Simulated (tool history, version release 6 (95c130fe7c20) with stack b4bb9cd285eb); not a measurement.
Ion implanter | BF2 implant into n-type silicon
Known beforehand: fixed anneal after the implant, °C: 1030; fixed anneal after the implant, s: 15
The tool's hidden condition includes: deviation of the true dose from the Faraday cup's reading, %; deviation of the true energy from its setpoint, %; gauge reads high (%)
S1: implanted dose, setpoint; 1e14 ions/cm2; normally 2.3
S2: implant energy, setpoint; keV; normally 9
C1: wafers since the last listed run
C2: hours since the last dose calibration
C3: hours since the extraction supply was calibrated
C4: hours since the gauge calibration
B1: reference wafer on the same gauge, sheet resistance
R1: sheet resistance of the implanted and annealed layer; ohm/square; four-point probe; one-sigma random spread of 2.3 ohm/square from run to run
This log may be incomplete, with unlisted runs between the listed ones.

run	hour	S1	S2	C1	C2	C3	C4	B1	R1
1	0	1.77	11	0	351	4034.8	296.2	500.31	634.5
2	97.9	1.77	11	2561	448.9	4132.7	394.1	499.12	635.59
3	117.1	2.3	10	502	468.1	4151.9	413.3	499	512.91
4	146.4	2.3	10	766	497.4	4181.2	442.6	499.66	514.09
5	161.1	2.69	9	384	512.1	4195.9	457.3	498.28	462.24
6	179.4	2.69	9	478	530.4	4214.2	475.6	498.07	456.74
7	209.9	2.69	9	798	560.9	4244.7	506.1	499.25	460.34
8	229.2	2.59	9	505	580.2	4264	525.4	498.18	474.24
# hour 239.2: gauge calibrated
# hour 243.7: extraction supply calibrated
9	244.6	2.3	9	193	595.6	0.9	5.4	509.22	530.29
10	278.2	2.51	10	879	629.2	34.5	39	507.48	484.82
11	303.2	2.69	9	654	654.2	59.5	64	505.92	467.59
12	376.3	2.69	9	1912	727.3	132.6	137.1	502.8	467.79
# hour 401.1: Faraday cup replaced and dose calibrated
13	409.3	2.05	8	654	8.2	165.6	170.1	502.59	588.42
14	426.5	2.57	12	450	25.4	182.8	187.3	501.98	457.31

What will run 15 give?
15	446.3	2.6	9	518	45.2	202.6	207.1	?	?

{"run 15": {"B1": 502.64, "R1": 475.45}}
Had the tool carried no hidden state, the very same run would have given R1 483.15 ohm/square.
